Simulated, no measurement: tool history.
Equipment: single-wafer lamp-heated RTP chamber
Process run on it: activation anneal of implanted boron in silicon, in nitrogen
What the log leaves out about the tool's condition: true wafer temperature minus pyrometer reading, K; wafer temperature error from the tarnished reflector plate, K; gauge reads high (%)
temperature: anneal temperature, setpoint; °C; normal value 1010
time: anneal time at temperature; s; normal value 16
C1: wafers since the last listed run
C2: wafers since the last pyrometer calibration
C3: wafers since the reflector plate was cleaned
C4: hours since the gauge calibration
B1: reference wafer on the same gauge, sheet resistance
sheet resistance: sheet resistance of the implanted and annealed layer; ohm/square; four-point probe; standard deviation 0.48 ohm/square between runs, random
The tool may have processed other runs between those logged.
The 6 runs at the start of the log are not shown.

Run 7, hour 282.6: usual settings but temperature 1000 °C; C1 941; C2 1524; C3 1415; C4 1873.8; B1 87.86. Result: sheet resistance 95.29 ohm/square.
Run 8, hour 332.3: usual settings but time 10 s; C1 741; C2 2266; C3 2157; C4 1923.5; B1 87.74. Result: sheet resistance 93.77 ohm/square.
Run 9, hour 388.5: usual settings but time 10 s; C1 838; C2 3105; C3 2996; C4 1979.7; B1 87.93. Result: sheet resistance 94.65 ohm/square.
Run 10, hour 449.4: usual settings; C1 909; C2 4014; C3 3905; C4 2040.6; B1 87.72. Result: sheet resistance 92.22 ohm/square.
Run 11, hour 516.9: usual settings; C1 1007; C2 5022; C3 4912; C4 2108.1; B1 87.74. Result: sheet resistance 91.49 ohm/square.
At hour 585.9: pyrometer window cleaned and pyrometer calibrated.
At hour 674.2: reflector plate cleaned.
Run 12, hour 704: usual settings; C1 2553; C2 1642; C3 444; C4 2295.2; B1 87.81. Result: sheet resistance 93.24 ohm/square.
Run 13, hour 774.6: usual settings; C1 1053; C2 2696; C3 1498; C4 2365.8; B1 87.71. Result: sheet resistance 93.01 ohm/square.
Run 14, hour 830.9: usual settings but temperature 1038 °C; C1 840; C2 3536; C3 2339; C4 2422.1; B1 87.88. Result: sheet resistance 88.48 ohm/square.
Run 15, hour 869.7: usual settings but temperature 1018 °C, time 19 s; C1 579; C2 4115; C3 2918; C4 2460.9; B1 87.83. Result: sheet resistance 91 ohm/square.
At hour 873.3: gauge calibrated.
Run 16, hour 919.9: usual settings but temperature 987 °C, time 21 s; C1 749; C2 4865; C3 3667; C4 46.6; B1 87.95. Result: sheet resistance 97.45 ohm/square.
At hour 1081.1: pyrometer window cleaned and pyrometer calibrated.
Run 17, hour 1092.4: usual settings; C1 2455; C2 168; C3 6122; C4 219.1; B1 87.87. Result: sheet resistance 93.97 ohm/square.
At hour 1100.5: reflector plate cleaned.
Run 18, hour 1128.6: usual settings but temperature 1021 °C; C1 420; C2 589; C3 419; C4 255.3; B1 87.83. Result: sheet resistance 91.26 ohm/square.
Run 19, hour 1197.4: usual settings but temperature 1039 °C, time 19 s; C1 1026; C2 1616; C3 1446; C4 324.1; B1 87.99. Result: sheet resistance 88.23 ohm/square.
Run 20, hour 1307.5: usual settings; C1 1643; C2 3260; C3 3090; C4 434.2; B1 87.99. Result: sheet resistance 93.3 ohm/square.
Run 21, hour 1354.2: usual settings; C1 697; C2 3957; C3 3787; C4 480.9; B1 87.83. Result: sheet resistance 92.98 ohm/square.
Run 22, hour 1390.3: usual settings; C1 538; C2 4496; C3 4326; C4 517; B1 88.15. Result: sheet resistance 92.84 ohm/square.
Run 23, hour 1461.9: usual settings; C1 1068; C2 5564; C3 5394; C4 588.6; B1 87.83. Result: sheet resistance 92.58 ohm/square.
Run 24, hour 1500.9: usual settings but temperature 1040 °C, time 19 s; C1 582; C2 6147; C3 5976; C4 627.6; B1 88.07. Result: sheet resistance 88.26 ohm/square.
At hour 1521.1: pyrometer window cleaned and pyrometer calibrated.
At hour 1524.5: reflector plate cleaned.
Run 25, hour 1531.7: usual settings but time 12 s; C1 288; C2 106; C3 106; C4 658.4; B1 87.82. Result: sheet resistance 95.75 ohm/square.
Run 26, hour 1557.3: usual settings but temperature 1026 °C, time 8 s; C1 382; C2 488; C3 488; C4 684; B1 87.78. Result: sheet resistance 92.83 ohm/square.
Run 27, hour 1588.4: usual settings but temperature 1020 °C, time 18 s; C1 464; C2 953; C3 953; C4 715.1; B1 87.97. Result: sheet resistance 91.66 ohm/square.

Run 28, settings as shown, results not yet in. Your forecast:
Run 28, hour 1653.3: usual settings but temperature 998 °C, time 11 s; C1 968; C2 1921; C3 1921; C4 780; B1 ?. Result: sheet resistance ?.

B1: 87.92
sheet resistance: 96.69 ohm/square
Without the tool's hidden state the same run would have given sheet resistance 99.4 ohm/square.
